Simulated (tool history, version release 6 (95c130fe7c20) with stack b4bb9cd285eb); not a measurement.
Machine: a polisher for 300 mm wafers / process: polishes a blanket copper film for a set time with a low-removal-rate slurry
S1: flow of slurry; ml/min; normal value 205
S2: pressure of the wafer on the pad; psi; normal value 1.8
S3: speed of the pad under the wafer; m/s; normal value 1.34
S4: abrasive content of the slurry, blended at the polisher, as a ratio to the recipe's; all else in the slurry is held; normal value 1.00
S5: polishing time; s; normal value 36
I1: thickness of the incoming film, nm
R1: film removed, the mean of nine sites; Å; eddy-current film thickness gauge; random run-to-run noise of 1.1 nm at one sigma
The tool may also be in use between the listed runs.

run,hour,S1,S2,S3,S4,S5,I1,R1
1,0.0,205,1.8,1.34,1.00,36,1419.1,711
# hour 22.2: worn pad replaced by a new one
2,22.7,205,1.8,1.34,1.00,36,1432.8,787
3,52.3,205,1.8,1.34,1.00,36,1425.6,699
4,76.8,205,1.8,1.34,1.00,36,1417.1,675
# hour 99.1: worn pad replaced by a new one
5,103.7,205,1.8,1.34,1.00,36,1411.9,764
6,131.2,205,2.1,1.34,1.00,36,1429.1,822
7,150.3,205,2.1,1.34,1.00,36,1437.4,787
# hour 151.7: slurry nozzle cleaned
# hour 163.0: slurry blender recalibrated
# hour 174.3: worn pad replaced by a new one
8,174.8,205,1.8,1.34,0.80,36,1447.5,750
9,184.7,205,1.8,1.34,1.00,28,1397.1,593
10,203.8,205,1.8,1.34,1.00,36,1405.4,718
11,220.5,205,1.8,1.34,1.00,36,1443.6,725
# hour 229.2: head pressure recalibrated
# hour 242.2: worn pad replaced by a new one
12,255.0,205,1.8,1.18,1.00,36,1436.7,677
13,274.5,205,1.8,1.34,1.00,36,1444.7,715
14,310.5,205,1.8,1.34,1.00,27,1404.5,507
# hour 325.3: worn pad replaced by a new one
15,334.1,205,1.8,1.34,1.15,36,1430.6,796
16,363.6,230,2.3,1.34,1.00,48,1393.7,1161
17,385.3,265,1.8,1.72,1.25,36,1422.9,881

Forecast each of these 3 alternatives for the next run:
A,385.7,205,1.8,1.34,1.00,36,1411.3,?
B,385.7,205,2.4,1.34,1.00,36,1411.3,?
C,385.7,240,1.4,1.34,1.00,36,1411.3,?

run,R1
A,694
B,879
C,581
Without the tool's unlogged condition, the same runs would have read:
run,R1
A,787
B,996
C,659
